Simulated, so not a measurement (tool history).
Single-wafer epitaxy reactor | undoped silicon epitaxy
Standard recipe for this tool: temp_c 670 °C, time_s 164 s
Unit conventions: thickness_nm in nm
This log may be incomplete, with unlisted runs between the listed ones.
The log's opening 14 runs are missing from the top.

run	day	temp_c	time_s	wafers since the last listed run	hours since the last pyrometer calibration	hours since the gauge calibration	read-back reference wafer on the same gauge, thickness_nm	thickness_nm
15	10.488	670	164	116	1247.9	437.7	33.446	36.623
16	10.921	670	164	71	1258.3	448.1	33.364	36.482
17	11.212	670	164	48	1265.3	455.1	33.438	36.663
18	11.483	675	164	44	1271.8	461.6	33.393	39.739
19	11.892	677	173	67	1281.6	471.4	33.440	43.013
20	12.300	660	164	67	1291.4	481.2	33.390	30.124
21	12.621	670	164	53	1299.1	488.9	33.356	36.157
22	13.092	665	152	77	1310.4	500.2	33.391	30.453
23	13.454	670	164	59	1319.1	508.9	33.370	36.126
24	13.962	655	153	83	1331.3	521.1	33.322	25.613
25	14.379	659	188	68	1341.3	531.1	33.443	33.677
# day 14.621: gauge calibrated
26	15.050	678	174	110	1357.4	10.3	33.412	44.638
# day 15.983: pyrometer calibrated
27	16.004	664	180	102	0.5	33.2	33.381	40.387

For run 28, what comes out?
28	16.342	670	164	55	8.6	41.3	?	?

Logged for run 28: read-back reference wafer on the same gauge, thickness_nm 33.365, thickness_nm 41.210 nm.
Without the tool's hidden state the same run would have given thickness_nm 41.184 nm.

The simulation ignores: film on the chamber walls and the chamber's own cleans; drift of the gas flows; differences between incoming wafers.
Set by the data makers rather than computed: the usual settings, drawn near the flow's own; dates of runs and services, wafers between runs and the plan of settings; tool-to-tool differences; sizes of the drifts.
